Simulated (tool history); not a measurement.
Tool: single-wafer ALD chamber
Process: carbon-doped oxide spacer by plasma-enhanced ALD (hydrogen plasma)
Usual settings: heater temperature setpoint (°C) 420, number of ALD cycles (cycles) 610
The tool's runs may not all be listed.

| run | hour | heater temperature setpoint (°C) | number of ALD cycles (cycles) | read-back reference wafer on the same gauge, thickness_nm | mean film thickness on the monitor wafer (angstrom) |
|---|---|---|---|---|---|
| 1 | 0.0 | 426 | 610 | 27.818 | 263.25 |
| 2 | 27.7 | 426 | 610 | 27.809 | 261.99 |
| 3 | 64.6 | 420 | 681 | 27.819 | 299.12 |
| 4 | 136.5 | 420 | 681 | 27.791 | 298.60 |
| 5 | 193.6 | 420 | 525 | 27.801 | 229.98 |
| 6 | 223.2 | 411 | 610 | 27.787 | 273.86 |
| 7 | 327.7 | 420 | 653 | 27.810 | 287.09 |
| 8 | 390.6 | 420 | 653 | 27.799 | 286.32 |
| 9 | 441.0 | 420 | 653 | 27.788 | 287.44 |
| 10 | 499.1 | 420 | 610 | 27.812 | 266.80 |
|  | 553.4 | gauge calibrated |
| 11 | 569.5 | 420 | 610 | 27.783 | 268.00 |
| 12 | 722.7 | 420 | 610 | 27.814 | 268.24 |
| 13 | 777.0 | 434 | 648 | 27.805 | 274.94 |
| 14 | 839.7 | 428 | 610 | 27.782 | 261.70 |
| 15 | 895.5 | 420 | 558 | 27.796 | 245.35 |
|  | 924.5 | thermocouple changed; heater temperature recalibrated |
| 16 | 936.4 | 427 | 563 | 27.813 | 238.64 |
| 17 | 988.9 | 410 | 569 | 27.804 | 253.13 |
| 18 | 1028.3 | 426 | 610 | 27.806 | 259.69 |
| 19 | 1098.3 | 420 | 569 | 27.796 | 246.36 |
| 20 | 1143.7 | 420 | 610 | 27.802 | 264.45 |
| 21 | 1200.0 | 420 | 610 | 27.795 | 265.48 |
| 22 | 1233.2 | 409 | 707 | 27.780 | 316.88 |

Forecast each of these 3 alternatives for the next run:
| A | 1234.5 | 420 | 523 | ? | ? |
| B | 1234.5 | 414 | 712 | ? | ? |
| C | 1234.5 | 414 | 500 | ? | ? |

| run | read-back reference wafer on the same gauge, thickness_nm | mean film thickness on the monitor wafer (angstrom) |
|---|---|---|
| A | 27.804 | 227.49 |
| B | 27.804 | 314.89 |
| C | 27.804 | 221.13 |
The same runs, with their run-to-run variation unchanged, on a tool lacking any hidden condition would have given:
| run | mean film thickness on the monitor wafer (angstrom) |
|---|---|
| A | 226.04 |
| B | 312.91 |
| C | 219.74 |
